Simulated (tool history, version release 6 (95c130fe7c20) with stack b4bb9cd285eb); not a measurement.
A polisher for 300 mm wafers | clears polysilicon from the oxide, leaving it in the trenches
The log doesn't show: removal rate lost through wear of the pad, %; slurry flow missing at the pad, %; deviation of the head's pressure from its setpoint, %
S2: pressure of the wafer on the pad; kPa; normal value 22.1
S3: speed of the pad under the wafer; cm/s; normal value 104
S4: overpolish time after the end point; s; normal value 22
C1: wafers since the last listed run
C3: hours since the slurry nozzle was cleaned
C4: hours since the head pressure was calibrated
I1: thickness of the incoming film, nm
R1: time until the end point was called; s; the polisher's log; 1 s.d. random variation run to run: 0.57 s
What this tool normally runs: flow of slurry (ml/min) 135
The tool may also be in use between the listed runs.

run 1 hour=0 | flow_of_slurry_(ml/min)=135 S2=19.3 S3=104 S4=22 | C1=0 wafers_polished_on_this_pad=1632 C3=163.7 C4=130.8 | I1=400.9 | R1=33.6
-- hour=27.1 worn pad replaced by a new one
run 2 hour=61.5 | flow_of_slurry_(ml/min)=135 S2=19.3 S3=104 S4=22 | C1=492 wafers_polished_on_this_pad=294 C3=225.2 C4=192.3 | I1=398.8 | R1=34
run 3 hour=90 | flow_of_slurry_(ml/min)=135 S2=22.1 S3=122 S4=22 | C1=244 wafers_polished_on_this_pad=538 C3=253.7 C4=220.8 | I1=394.9 | R1=25.3
run 4 hour=131.2 | flow_of_slurry_(ml/min)=135 S2=22.1 S3=104 S4=22 | C1=352 wafers_polished_on_this_pad=891 C3=294.9 C4=262 | I1=406.6 | R1=31.3
run 5 hour=168 | flow_of_slurry_(ml/min)=135 S2=22.1 S3=104 S4=22 | C1=315 wafers_polished_on_this_pad=1206 C3=331.7 C4=298.8 | I1=400.2 | R1=29
run 6 hour=235.7 | flow_of_slurry_(ml/min)=135 S2=22.1 S3=104 S4=22 | C1=579 wafers_polished_on_this_pad=1786 C3=399.4 C4=366.5 | I1=399.1 | R1=30.5
-- hour=264.7 worn pad replaced by a new one
run 7 hour=293.4 | flow_of_slurry_(ml/min)=135 S2=22.1 S3=104 S4=22 | C1=459 wafers_polished_on_this_pad=246 C3=457.1 C4=424.2 | I1=399.6 | R1=31.2
run 8 hour=354.6 | flow_of_slurry_(ml/min)=135 S2=22.1 S3=104 S4=22 | C1=524 wafers_polished_on_this_pad=770 C3=518.3 C4=485.4 | I1=403.5 | R1=30.7
run 9 hour=409.7 | flow_of_slurry_(ml/min)=135 S2=22.1 S3=104 S4=22 | C1=471 wafers_polished_on_this_pad=1242 C3=573.4 C4=540.5 | I1=400.8 | R1=30.8
-- hour=430.3 slurry nozzle cleaned
run 10 hour=442.4 | flow_of_slurry_(ml/min)=170 S2=22.1 S3=104 S4=22 | C1=271 wafers_polished_on_this_pad=1513 C3=12.1 C4=573.2 | I1=402.6 | R1=30
run 11 hour=494.1 | flow_of_slurry_(ml/min)=170 S2=22.1 S3=104 S4=22 | C1=442 wafers_polished_on_this_pad=1956 C3=63.8 C4=624.9 | I1=400.2 | R1=29.5
-- hour=515.3 worn pad replaced by a new one
-- hour=546.8 head pressure recalibrated
run 12 hour=552.5 | flow_of_slurry_(ml/min)=135 S2=22.1 S3=104 S4=34 | C1=448 wafers_polished_on_this_pad=301 C3=122.2 C4=5.7 | I1=405 | R1=30.1
run 13 hour=675.4 | flow_of_slurry_(ml/min)=135 S2=22.1 S3=104 S4=22 | C1=1052 wafers_polished_on_this_pad=1354 C3=245.1 C4=128.6 | I1=399.9 | R1=29.9
run 14 hour=722.1 | flow_of_slurry_(ml/min)=135 S2=17.2 S3=104 S4=22 | C1=399 wafers_polished_on_this_pad=1754 C3=291.8 C4=175.3 | I1=399 | R1=35.9
-- hour=729.3 worn pad replaced by a new one
run 15 hour=784.5 | flow_of_slurry_(ml/min)=90 S2=22.1 S3=104 S4=22 | C1=500 wafers_polished_on_this_pad=472 C3=354.2 C4=237.7 | I1=399.7 | R1=33.4
run 16 hour=811.4 | flow_of_slurry_(ml/min)=135 S2=26.9 S3=128 S4=22 | C1=230 wafers_polished_on_this_pad=703 C3=381.1 C4=264.6 | I1=395.7 | R1=20.8
run 17 hour=838.2 | flow_of_slurry_(ml/min)=135 S2=22.1 S3=104 S4=22 | C1=229 wafers_polished_on_this_pad=932 C3=407.9 C4=291.4 | I1=398.2 | R1=30.3
run 18 hour=864.8 | flow_of_slurry_(ml/min)=135 S2=27.6 S3=86 S4=22 | C1=227 wafers_polished_on_this_pad=1160 C3=434.5 C4=318 | I1=399.4 | R1=30.9
run 19 hour=912.1 | flow_of_slurry_(ml/min)=135 S2=28.3 S3=104 S4=17 | C1=405 wafers_polished_on_this_pad=1565 C3=481.8 C4=365.3 | I1=398.8 | R1=24.9
-- hour=929.1 worn pad replaced by a new one
run 20 hour=974.3 | flow_of_slurry_(ml/min)=165 S2=29.6 S3=104 S4=22 | C1=498 wafers_polished_on_this_pad=386 C3=544 C4=427.5 | I1=406.4 | R1=23.3
run 21 hour=1027.2 | flow_of_slurry_(ml/min)=135 S2=22.1 S3=104 S4=22 | C1=453 wafers_polished_on_this_pad=839 C3=596.9 C4=480.4 | I1=398.3 | R1=29.7
run 22 hour=1053 | flow_of_slurry_(ml/min)=90 S2=22.1 S3=104 S4=18 | C1=220 wafers_polished_on_this_pad=1060 C3=622.7 C4=506.2 | I1=400.4 | R1=34.3
run 23 hour=1100.1 | flow_of_slurry_(ml/min)=120 S2=22.1 S3=114 S4=22 | C1=403 wafers_polished_on_this_pad=1464 C3=669.8 C4=553.3 | I1=400.4 | R1=28.1

Each row is a separate what-if for the run after 23, all from the same tool condition, not one after another. Results?
run A hour=1100.5 | flow_of_slurry_(ml/min)=135 S2=22.1 S3=104 S4=22 | C1=3 wafers_polished_on_this_pad=1467 C3=670.2 C4=553.7 | I1=398 | R1=?
run B hour=1100.5 | flow_of_slurry_(ml/min)=150 S2=22.1 S3=104 S4=22 | C1=3 wafers_polished_on_this_pad=1467 C3=670.2 C4=553.7 | I1=398 | R1=?
run C hour=1100.5 | flow_of_slurry_(ml/min)=145 S2=17.2 S3=122 S4=10 | C1=3 wafers_polished_on_this_pad=1467 C3=670.2 C4=553.7 | I1=398 | R1=?
run D hour=1100.5 | flow_of_slurry_(ml/min)=135 S2=27.6 S3=104 S4=27 | C1=3 wafers_polished_on_this_pad=1467 C3=670.2 C4=553.7 | I1=398 | R1=?
run E hour=1100.5 | flow_of_slurry_(ml/min)=135 S2=22.1 S3=104 S4=27 | C1=3 wafers_polished_on_this_pad=1467 C3=670.2 C4=553.7 | I1=398 | R1=?

run=A R1=31.1
run=B R1=30.5
run=C R1=31.5
run=D R1=26
run=E R1=31.1
Take away the tool's hidden state, keep each run's random variation, and the runs would have read:
run=A R1=31.1
run=B R1=30.5
run=C R1=31.5
run=D R1=26
run=E R1=31.1
